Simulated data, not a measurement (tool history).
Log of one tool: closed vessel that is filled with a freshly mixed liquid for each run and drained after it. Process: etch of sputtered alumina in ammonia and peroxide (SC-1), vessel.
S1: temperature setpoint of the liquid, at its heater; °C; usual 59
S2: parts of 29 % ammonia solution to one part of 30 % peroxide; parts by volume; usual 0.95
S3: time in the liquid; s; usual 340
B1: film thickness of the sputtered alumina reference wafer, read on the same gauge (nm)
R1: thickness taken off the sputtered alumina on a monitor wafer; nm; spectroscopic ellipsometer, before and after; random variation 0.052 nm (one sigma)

run 1 hour=0 | S1=56.5 S2=0.95 S3=500 | B1=70 | R1=27.84
run 2 hour=79.4 | S1=63.5 S2=0.95 S3=385 | B1=70 | R1=30.75
run 3 hour=119.2 | S1=59 S2=0.95 S3=340 | B1=70.01 | R1=21.55
run 4 hour=185.6 | S1=59 S2=0.95 S3=340 | B1=69.98 | R1=21.62
run 5 hour=261.7 | S1=59 S2=0.95 S3=340 | B1=70.01 | R1=21.65
-- hour=265.4 new drum of ammonia solution connected
-- hour=438.3 ammonia flow meter replaced
-- hour=448.4 thermometer replaced
run 6 hour=485.9 | S1=59 S2=1.05 S3=340 | B1=70.03 | R1=21.65
run 7 hour=553.4 | S1=59 S2=0.95 S3=340 | B1=70 | R1=21.43
-- hour=592.9 gauge calibrated
run 8 hour=615.2 | S1=59 S2=0.95 S3=340 | B1=69.97 | R1=21.55
run 9 hour=669.6 | S1=59 S2=0.95 S3=340 | B1=70 | R1=21.43
run 10 hour=768.5 | S1=59 S2=0.95 S3=405 | B1=69.99 | R1=25.67
run 11 hour=864.2 | S1=59 S2=0.95 S3=225 | B1=70.01 | R1=14.29
run 12 hour=908.5 | S1=54 S2=0.95 S3=340 | B1=70.03 | R1=16.49
run 13 hour=947.2 | S1=62.5 S2=1.2 S3=445 | B1=69.99 | R1=34.26
-- hour=963.5 new drum of ammonia solution connected
run 14 hour=1030 | S1=59 S2=0.95 S3=340 | B1=69.98 | R1=21.54
run 15 hour=1110.5 | S1=59 S2=0.95 S3=260 | B1=69.99 | R1=16.52
run 16 hour=1159.1 | S1=59 S2=0.95 S3=340 | B1=69.99 | R1=21.51
run 17 hour=1212 | S1=69 S2=0.95 S3=245 | B1=70 | R1=25.58
run 18 hour=1301.8 | S1=68.5 S2=0.95 S3=340 | B1=70.01 | R1=34.57
run 19 hour=1390.2 | S1=51.5 S2=0.95 S3=340 | B1=69.97 | R1=14.46
run 20 hour=1494.7 | S1=66 S2=0.95 S3=180 | B1=69.99 | R1=16.2
-- hour=1509.2 ammonia flow meter replaced
run 21 hour=1588.6 | S1=54 S2=0.95 S3=415 | B1=70.02 | R1=20.5
run 22 hour=1624.8 | S1=51 S2=0.95 S3=220 | B1=69.99 | R1=9.27
run 23 hour=1672.7 | S1=68.5 S2=0.6 S3=155 | B1=70.01 | R1=15.34
-- hour=1709 new drum of ammonia solution connected
run 24 hour=1757.5 | S1=53 S2=0.8 S3=530 | B1=69.99 | R1=24.25
run 25 hour=1831.4 | S1=59 S2=0.95 S3=340 | B1=70.02 | R1=21.72
run 26 hour=1928.7 | S1=59 S2=0.95 S3=260 | B1=70.01 | R1=16.69
-- hour=1930.3 thermometer replaced
run 27 hour=2030.2 | S1=59 S2=0.95 S3=340 | B1=70.01 | R1=21.37
run 28 hour=2093.1 | S1=50 S2=0.6 S3=260 | B1=69.98 | R1=9.74

4 ways to go on from here, each from the tool as it stands after run 28. What would each give?
run A hour=2093.8 | S1=59 S2=0.95 S3=340 | B1=? | R1=?
run B hour=2093.8 | S1=59 S2=0.95 S3=185 | B1=? | R1=?
run C hour=2093.8 | S1=55.5 S2=0.55 S3=340 | B1=? | R1=?
run D hour=2093.8 | S1=63.5 S2=0.8 S3=240 | B1=? | R1=?

run=A B1=69.99 R1=21.39
run=B B1=69.99 R1=11.64
run=C B1=69.99 R1=16.92
run=D B1=69.99 R1=18.68
Without the tool's hidden state the same runs would have given:
run=A R1=21.47
run=B R1=11.68
run=C R1=16.98
run=D R1=18.75
